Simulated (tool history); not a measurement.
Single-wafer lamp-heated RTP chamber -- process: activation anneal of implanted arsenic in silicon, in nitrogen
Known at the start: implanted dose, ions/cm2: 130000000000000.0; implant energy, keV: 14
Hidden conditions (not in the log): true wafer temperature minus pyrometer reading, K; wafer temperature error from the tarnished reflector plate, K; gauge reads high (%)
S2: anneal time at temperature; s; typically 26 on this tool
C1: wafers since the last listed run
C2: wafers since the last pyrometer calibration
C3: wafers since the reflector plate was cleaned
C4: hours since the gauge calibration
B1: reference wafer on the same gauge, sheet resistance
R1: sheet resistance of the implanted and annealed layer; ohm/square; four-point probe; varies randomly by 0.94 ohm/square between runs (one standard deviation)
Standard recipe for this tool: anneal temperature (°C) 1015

{"run": 1, "hour": 0.0, "anneal temperature (°C)": 1015, "S2": 26, "C1": 0, "C2": 1653, "C3": 11900, "C4": 338.6, "B1": 575.55, "R1": 623.43}
{"run": 2, "hour": 12.7, "anneal temperature (°C)": 1015, "S2": 26, "C1": 207, "C2": 1860, "C3": 12107, "C4": 351.3, "B1": 575.27, "R1": 625.18}
{"run": 3, "hour": 61.0, "anneal temperature (°C)": 1015, "S2": 26, "C1": 789, "C2": 2650, "C3": 12896, "C4": 399.6, "B1": 574.68, "R1": 623.78}
{"run": 4, "hour": 77.7, "anneal temperature (°C)": 1015, "S2": 26, "C1": 272, "C2": 2922, "C3": 13169, "C4": 416.3, "B1": 573.96, "R1": 622.93}
{"run": 5, "hour": 92.3, "anneal temperature (°C)": 1015, "S2": 26, "C1": 238, "C2": 3161, "C3": 13408, "C4": 430.9, "B1": 574.08, "R1": 623.46}
{"run": 6, "hour": 107.1, "anneal temperature (°C)": 1015, "S2": 26, "C1": 241, "C2": 3403, "C3": 13650, "C4": 445.7, "B1": 573.41, "R1": 621.15}
{"run": 7, "hour": 116.8, "anneal temperature (°C)": 1015, "S2": 26, "C1": 158, "C2": 3561, "C3": 13808, "C4": 455.4, "B1": 573.3, "R1": 622.95}
{"run": 8, "hour": 124.4, "anneal temperature (°C)": 1015, "S2": 26, "C1": 124, "C2": 3686, "C3": 13932, "C4": 463, "B1": 573.17, "R1": 622.23}
{"run": 9, "hour": 136.8, "anneal temperature (°C)": 1015, "S2": 16, "C1": 202, "C2": 3888, "C3": 14135, "C4": 475.4, "B1": 573.12, "R1": 625.86}
{"run": 10, "hour": 145.6, "anneal temperature (°C)": 1015, "S2": 16, "C1": 143, "C2": 4032, "C3": 14279, "C4": 484.2, "B1": 572.72, "R1": 624.77}
{"hour": 162.8, "done": "pyrometer window cleaned and pyrometer calibrated"}
{"run": 11, "hour": 163.3, "anneal temperature (°C)": 1015, "S2": 16, "C1": 158, "C2": 7, "C3": 14437, "C4": 501.9, "B1": 572.13, "R1": 626.27}
{"run": 12, "hour": 171.9, "anneal temperature (°C)": 1015, "S2": 31, "C1": 140, "C2": 148, "C3": 14578, "C4": 510.5, "B1": 572.22, "R1": 620.16}
{"run": 13, "hour": 188.0, "anneal temperature (°C)": 1015, "S2": 31, "C1": 263, "C2": 411, "C3": 14841, "C4": 526.6, "B1": 571.6, "R1": 619.86}
{"run": 14, "hour": 202.2, "anneal temperature (°C)": 1000, "S2": 30, "C1": 232, "C2": 643, "C3": 15073, "C4": 540.8, "B1": 571.34, "R1": 621.2}
{"hour": 210.5, "done": "reflector plate cleaned"}
{"run": 15, "hour": 211.9, "anneal temperature (°C)": 1015, "S2": 26, "C1": 27, "C2": 671, "C3": 22, "C4": 550.5, "B1": 571.05, "R1": 620.89}
{"run": 16, "hour": 226.8, "anneal temperature (°C)": 1015, "S2": 40, "C1": 243, "C2": 914, "C3": 265, "C4": 565.4, "B1": 570.94, "R1": 614.35}
{"run": 17, "hour": 237.1, "anneal temperature (°C)": 1040, "S2": 37, "C1": 168, "C2": 1082, "C3": 433, "C4": 575.7, "B1": 570.63, "R1": 608.92}
{"run": 18, "hour": 248.7, "anneal temperature (°C)": 1007, "S2": 31, "C1": 189, "C2": 1272, "C3": 623, "C4": 587.3, "B1": 570.1, "R1": 619.08}
{"run": 19, "hour": 258.0, "anneal temperature (°C)": 1038, "S2": 21, "C1": 151, "C2": 1424, "C3": 775, "C4": 596.6, "B1": 569.88, "R1": 616.17}
{"run": 20, "hour": 273.2, "anneal temperature (°C)": 1015, "S2": 26, "C1": 248, "C2": 1672, "C3": 1023, "C4": 611.8, "B1": 569.49, "R1": 617.64}
{"hour": 283.9, "done": "gauge calibrated"}
{"run": 21, "hour": 288.6, "anneal temperature (°C)": 1015, "S2": 26, "C1": 251, "C2": 1924, "C3": 1275, "C4": 4.7, "B1": 579.42, "R1": 629.71}
{"run": 22, "hour": 305.4, "anneal temperature (°C)": 1006, "S2": 33, "C1": 274, "C2": 2198, "C3": 1549, "C4": 21.5, "B1": 579.12, "R1": 627.14}
{"run": 23, "hour": 312.7, "anneal temperature (°C)": 997, "S2": 39, "C1": 119, "C2": 2318, "C3": 1669, "C4": 28.8, "B1": 579.2, "R1": 628.61}
{"run": 24, "hour": 356.4, "anneal temperature (°C)": 1015, "S2": 26, "C1": 714, "C2": 3032, "C3": 2383, "C4": 72.5, "B1": 579.22, "R1": 626.47}
{"run": 25, "hour": 367.6, "anneal temperature (°C)": 1035, "S2": 32, "C1": 183, "C2": 3215, "C3": 2566, "C4": 83.7, "B1": 578.73, "R1": 621.14}
{"run": 26, "hour": 376.0, "anneal temperature (°C)": 992, "S2": 26, "C1": 137, "C2": 3352, "C3": 2703, "C4": 92.1, "B1": 579.03, "R1": 630.78}
{"hour": 391.0, "done": "pyrometer window cleaned and pyrometer calibrated"}
{"run": 27, "hour": 391.5, "anneal temperature (°C)": 1028, "S2": 19, "C1": 122, "C2": 7, "C3": 2826, "C4": 107.6, "B1": 579.19, "R1": 627.21}
{"run": 28, "hour": 391.9, "anneal temperature (°C)": 1000, "S2": 26, "C1": 6, "C2": 14, "C3": 2832, "C4": 108, "B1": 579.16, "R1": 629.83}
{"run": 29, "hour": 408.0, "anneal temperature (°C)": 1003, "S2": 34, "C1": 263, "C2": 277, "C3": 3095, "C4": 124.1, "B1": 578.97, "R1": 627.41}
{"run": 30, "hour": 415.2, "anneal temperature (°C)": 1029, "S2": 26, "C1": 117, "C2": 394, "C3": 3213, "C4": 131.3, "B1": 578.84, "R1": 625.46}
{"run": 31, "hour": 431.4, "anneal temperature (°C)": 1015, "S2": 37, "C1": 264, "C2": 659, "C3": 3478, "C4": 147.5, "B1": 578.53, "R1": 625.71}
{"run": 32, "hour": 442.3, "anneal temperature (°C)": 1006, "S2": 32, "C1": 178, "C2": 837, "C3": 3656, "C4": 158.4, "B1": 578.56, "R1": 627.12}
{"run": 33, "hour": 452.1, "anneal temperature (°C)": 1037, "S2": 31, "C1": 160, "C2": 997, "C3": 3816, "C4": 168.2, "B1": 578.68, "R1": 619.57}
{"run": 34, "hour": 469.6, "anneal temperature (°C)": 1015, "S2": 26, "C1": 285, "C2": 1283, "C3": 4102, "C4": 185.7, "B1": 578.4, "R1": 626.44}
{"run": 35, "hour": 485.3, "anneal temperature (°C)": 1015, "S2": 26, "C1": 256, "C2": 1540, "C3": 4358, "C4": 201.4, "B1": 578.31, "R1": 625.68}
{"run": 36, "hour": 494.0, "anneal temperature (°C)": 995, "S2": 41, "C1": 142, "C2": 1682, "C3": 4501, "C4": 210.1, "B1": 578.33, "R1": 627.48}
{"run": 37, "hour": 508.5, "anneal temperature (°C)": 1000, "S2": 26, "C1": 236, "C2": 1919, "C3": 4737, "C4": 224.6, "B1": 578.04, "R1": 629.63}

Below are 4 alternative next runs, each starting from the tool's condition after run 37. Predict each:
{"run": "A", "hour": 508.9, "anneal temperature (°C)": 1015, "S2": 26, "C1": 6, "C2": 1925, "C3": 4744, "C4": 225, "B1": "?", "R1": "?"}
{"run": "B", "hour": 508.9, "anneal temperature (°C)": 1027, "S2": 26, "C1": 6, "C2": 1925, "C3": 4744, "C4": 225, "B1": "?", "R1": "?"}
{"run": "C", "hour": 508.9, "anneal temperature (°C)": 993, "S2": 12, "C1": 6, "C2": 1925, "C3": 4744, "C4": 225, "B1": "?", "R1": "?"}
{"run": "D", "hour": 508.9, "anneal temperature (°C)": 1033, "S2": 35, "C1": 6, "C2": 1925, "C3": 4744, "C4": 225, "B1": "?", "R1": "?"}

run=A B1=578.05 R1=626.99
run=B B1=578.05 R1=624.36
run=C B1=578.05 R1=634
run=D B1=578.05 R1=618.87
What these runs would have given with no unlogged condition in the tool:
run=A R1=626.99
run=B R1=624.35
run=C R1=633.99
run=D R1=618.86

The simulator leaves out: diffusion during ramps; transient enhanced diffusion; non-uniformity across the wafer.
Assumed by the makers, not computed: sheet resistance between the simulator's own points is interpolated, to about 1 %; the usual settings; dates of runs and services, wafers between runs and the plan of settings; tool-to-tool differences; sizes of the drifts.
